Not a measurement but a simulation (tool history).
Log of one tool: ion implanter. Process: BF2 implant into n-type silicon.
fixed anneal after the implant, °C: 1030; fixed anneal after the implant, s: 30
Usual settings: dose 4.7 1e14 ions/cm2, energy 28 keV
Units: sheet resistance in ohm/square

run	day	dose	energy	read-back reference wafer on the same gauge, sheet resistance	sheet resistance
1	0	4.38	32	213.87	256.84
2	3.525	4.38	32	213.45	254.65
3	6.471	4.7	28	214.36	244.22
4	10.771	4.7	28	214.06	244.41
5	12.733	4.7	28	214.3	244.39
6	16.862	4.7	28	214.19	241.43
7	19.979	4.7	33	214	239.28
8	22.329	4.7	35.5	213.8	234.56
# day 26.088: gauge calibrated
9	26.117	4.7	35.5	213.76	236.64
10	29.812	4.05	34	214.01	269.37
11	34.112	4.05	34	214.47	269.46
12	36.046	4.05	34	214.2	271.24
13	38.088	4.7	31.5	214.18	238.06
14	45.492	4.7	31.5	214.08	238.53
15	48.404	4.7	28	214.27	239.16
16	51.4	4.7	28	214.46	240.38
17	53.958	4.7	22	214.32	243.37
18	57.35	6.05	21.5	214.26	200.38
# day 60.479: Faraday cup replaced and dose calibrated
19	60.5	4.7	28	214.1	250.07
20	62.729	5.71	28	214.42	211.72
# day 64.442: extraction supply calibrated
21	65.65	4.29	33.5	214.08	263.38
22	67.483	4.33	35.5	213.53	262.58
23	69.954	4.7	35.5	214.2	243.62
24	73.233	3.55	34	214.77	309.54
25	75.912	3.65	28	213.77	307.53
26	79.75	5.68	34	213.57	205.18
27	82.471	5.1	28	214.02	234.33
28	84.904	4.7	28	214.12	247.56

Some steps in sheet resistance between neighbouring runs. How much of each would the tool show without its hidden state too (settings, what came in, random variation), and how much is left for the hidden state, with any gauge scatter that isn't in both results?
The hidden state here: deviation of the true dose from the Faraday cup's reading, %; deviation of the true energy from its setpoint, %; gauge reads high (%).
Run 17 -> 18: dose 4.7 -> 6.05, energy 22 -> 21.5. sheet resistance -42.99 ohm/square: hidden state +1.97, all else -44.96.
Run 18 -> 19: dose 6.05 -> 4.7, energy 21.5 -> 28, Faraday cup replaced and dose calibrated. sheet resistance +49.69 ohm/square: hidden state +9.11, all else +40.58.
Run 23 -> 24: dose 4.7 -> 3.55, energy 35.5 -> 34. sheet resistance +65.92 ohm/square: hidden state -0.36, all else +66.28.
Run 25 -> 26: dose 3.65 -> 5.68, energy 28 -> 34. sheet resistance -102.35 ohm/square: hidden state -0.19, all else -102.16.

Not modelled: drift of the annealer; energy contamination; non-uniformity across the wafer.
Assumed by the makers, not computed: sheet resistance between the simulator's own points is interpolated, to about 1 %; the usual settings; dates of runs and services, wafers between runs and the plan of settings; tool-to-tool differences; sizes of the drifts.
